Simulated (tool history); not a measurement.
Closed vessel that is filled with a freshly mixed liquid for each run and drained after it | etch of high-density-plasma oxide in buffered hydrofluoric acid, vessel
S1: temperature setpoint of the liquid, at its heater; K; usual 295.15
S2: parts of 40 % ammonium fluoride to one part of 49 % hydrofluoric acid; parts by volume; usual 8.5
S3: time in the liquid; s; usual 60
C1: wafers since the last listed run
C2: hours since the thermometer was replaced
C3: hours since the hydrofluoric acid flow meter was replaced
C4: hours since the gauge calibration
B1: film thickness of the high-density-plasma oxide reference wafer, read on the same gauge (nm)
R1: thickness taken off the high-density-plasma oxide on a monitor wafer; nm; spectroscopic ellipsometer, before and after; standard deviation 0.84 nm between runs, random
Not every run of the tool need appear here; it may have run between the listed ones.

{"run": 1, "hour": 0.0, "S1": 295.15, "S2": 8.5, "S3": 70, "C1": 0, "C2": 2404, "C3": 473.7, "C4": 2529.6, "B1": 79.99, "R1": 106.54}
{"run": 2, "hour": 91.0, "S1": 295.15, "S2": 8.5, "S3": 70, "C1": 9952, "C2": 2495, "C3": 564.7, "C4": 2620.6, "B1": 79.99, "R1": 106.34}
{"run": 3, "hour": 161.0, "S1": 295.15, "S2": 8.5, "S3": 60, "C1": 7656, "C2": 2565, "C3": 634.7, "C4": 2690.6, "B1": 79.99, "R1": 90.24}
{"hour": 183.6, "done": "thermometer replaced"}
{"run": 4, "hour": 229.4, "S1": 295.15, "S2": 8.5, "S3": 60, "C1": 7371, "C2": 45.8, "C3": 703.1, "C4": 2759, "B1": 79.99, "R1": 87.9}
{"hour": 238.1, "done": "hydrofluoric acid flow meter replaced"}
{"run": 5, "hour": 272.0, "S1": 295.15, "S2": 8.5, "S3": 60, "C1": 4549, "C2": 88.4, "C3": 33.9, "C4": 2801.6, "B1": 80, "R1": 97.01}
{"run": 6, "hour": 344.7, "S1": 295.15, "S2": 8.5, "S3": 60, "C1": 7951, "C2": 161.1, "C3": 106.6, "C4": 2874.3, "B1": 80, "R1": 94.43}
{"run": 7, "hour": 417.8, "S1": 295.15, "S2": 6.5, "S3": 60, "C1": 7995, "C2": 234.2, "C3": 179.7, "C4": 2947.4, "B1": 79.99, "R1": 126.32}
{"run": 8, "hour": 507.9, "S1": 295.15, "S2": 6.5, "S3": 60, "C1": 9854, "C2": 324.3, "C3": 269.8, "C4": 3037.5, "B1": 80, "R1": 126.16}
{"hour": 548.1, "done": "gauge calibrated"}
{"run": 9, "hour": 559.3, "S1": 295.15, "S2": 8.5, "S3": 45, "C1": 5621, "C2": 375.7, "C3": 321.2, "C4": 11.2, "B1": 80, "R1": 68.7}
{"run": 10, "hour": 613.0, "S1": 295.15, "S2": 8.5, "S3": 45, "C1": 5873, "C2": 429.4, "C3": 374.9, "C4": 64.9, "B1": 79.99, "R1": 69.29}
{"run": 11, "hour": 661.1, "S1": 297.15, "S2": 10, "S3": 30, "C1": 5260, "C2": 477.5, "C3": 423, "C4": 113, "B1": 79.99, "R1": 45.92}
{"run": 12, "hour": 759.9, "S1": 298.65, "S2": 7, "S3": 60, "C1": 10805, "C2": 576.3, "C3": 521.8, "C4": 211.8, "B1": 80, "R1": 136.55}
{"run": 13, "hour": 796.0, "S1": 295.15, "S2": 8.5, "S3": 90, "C1": 3948, "C2": 612.4, "C3": 557.9, "C4": 247.9, "B1": 79.99, "R1": 135.22}
{"run": 14, "hour": 850.0, "S1": 298.15, "S2": 10.5, "S3": 60, "C1": 5906, "C2": 666.4, "C3": 611.9, "C4": 301.9, "B1": 80, "R1": 89.96}
{"run": 15, "hour": 931.5, "S1": 295.15, "S2": 8.5, "S3": 60, "C1": 8913, "C2": 747.9, "C3": 693.4, "C4": 383.4, "B1": 80, "R1": 90.15}
{"run": 16, "hour": 986.1, "S1": 295.15, "S2": 8.5, "S3": 60, "C1": 5971, "C2": 802.5, "C3": 748, "C4": 438, "B1": 80.01, "R1": 88.51}
{"hour": 998.5, "done": "hydrofluoric acid flow meter replaced"}
{"run": 17, "hour": 1033.9, "S1": 295.15, "S2": 5.5, "S3": 60, "C1": 5118, "C2": 850.3, "C3": 35.4, "C4": 485.8, "B1": 80, "R1": 144.53}
{"run": 18, "hour": 1077.9, "S1": 297.15, "S2": 8.5, "S3": 60, "C1": 4812, "C2": 894.3, "C3": 79.4, "C4": 529.8, "B1": 80, "R1": 107.14}
{"run": 19, "hour": 1127.5, "S1": 293.15, "S2": 9.5, "S3": 35, "C1": 5424, "C2": 943.9, "C3": 129, "C4": 579.4, "B1": 80, "R1": 45.53}
{"run": 20, "hour": 1205.6, "S1": 290.65, "S2": 8.5, "S3": 60, "C1": 8541, "C2": 1022, "C3": 207.1, "C4": 657.5, "B1": 80, "R1": 72.99}
{"run": 21, "hour": 1338.0, "S1": 297.65, "S2": 7, "S3": 35, "C1": 14480, "C2": 1154.4, "C3": 339.5, "C4": 789.9, "B1": 80.02, "R1": 77.3}
{"run": 22, "hour": 1395.3, "S1": 291.15, "S2": 8.5, "S3": 30, "C1": 6267, "C2": 1211.7, "C3": 396.8, "C4": 847.2, "B1": 80.01, "R1": 36.86}
{"run": 23, "hour": 1487.2, "S1": 299.15, "S2": 6.5, "S3": 85, "C1": 10051, "C2": 1303.6, "C3": 488.7, "C4": 939.1, "B1": 80, "R1": 212.73}
{"run": 24, "hour": 1553.1, "S1": 299.65, "S2": 8.5, "S3": 30, "C1": 7207, "C2": 1369.5, "C3": 554.6, "C4": 1005, "B1": 80.02, "R1": 56.79}
{"run": 25, "hour": 1619.6, "S1": 293.65, "S2": 8.5, "S3": 60, "C1": 7273, "C2": 1436, "C3": 621.1, "C4": 1071.5, "B1": 79.99, "R1": 82.73}
{"hour": 1628.0, "done": "hydrofluoric acid flow meter replaced"}
{"run": 26, "hour": 1702.8, "S1": 295.15, "S2": 8.5, "S3": 60, "C1": 8990, "C2": 1519.2, "C3": 74.8, "C4": 1154.7, "B1": 80, "R1": 96.71}
{"run": 27, "hour": 1774.2, "S1": 292.15, "S2": 10, "S3": 95, "C1": 7809, "C2": 1590.6, "C3": 146.2, "C4": 1226.1, "B1": 79.99, "R1": 112.18}
{"run": 28, "hour": 1849.4, "S1": 295.15, "S2": 8.5, "S3": 60, "C1": 8224, "C2": 1665.8, "C3": 221.4, "C4": 1301.3, "B1": 80.01, "R1": 93.92}
{"run": 29, "hour": 1923.2, "S1": 295.15, "S2": 11.5, "S3": 60, "C1": 8071, "C2": 1739.6, "C3": 295.2, "C4": 1375.1, "B1": 80, "R1": 72.53}
{"run": 30, "hour": 1978.2, "S1": 297.15, "S2": 10.5, "S3": 90, "C1": 6015, "C2": 1794.6, "C3": 350.2, "C4": 1430.1, "B1": 80.01, "R1": 129.5}
{"run": 31, "hour": 2080.8, "S1": 290.65, "S2": 8.5, "S3": 30, "C1": 11221, "C2": 1897.2, "C3": 452.8, "C4": 1532.7, "B1": 80, "R1": 36.19}

Some steps in R1 between neighbouring runs. How much of each would the tool show without its hidden state too (settings, what came in, random variation), and how much is left for the hidden state, with any gauge scatter that isn't in both results?
What the log doesn't record here: liquid colder than its thermometer reads (K); hydrofluoric acid flow below the setpoint (%); gauge reads high (%).
Run 11 -> 12: S1 297.15 -> 298.65, S2 10 -> 7, S3 30 -> 60. R1 +90.63 nm: hidden state -6.89, all else +97.52.
Run 22 -> 23: S1 291.15 -> 299.15, S2 8.5 -> 6.5, S3 30 -> 85. R1 +175.87 nm: hidden state -9.54, all else +185.41.
Run 23 -> 24: S1 299.15 -> 299.65, S2 6.5 -> 8.5, S3 85 -> 30. R1 -155.94 nm: hidden state +7.58, all else -163.52.
Run 30 -> 31: S1 297.15 -> 290.65, S2 10.5 -> 8.5, S3 90 -> 30. R1 -93.31 nm: hidden state +3.14, all else -96.45.

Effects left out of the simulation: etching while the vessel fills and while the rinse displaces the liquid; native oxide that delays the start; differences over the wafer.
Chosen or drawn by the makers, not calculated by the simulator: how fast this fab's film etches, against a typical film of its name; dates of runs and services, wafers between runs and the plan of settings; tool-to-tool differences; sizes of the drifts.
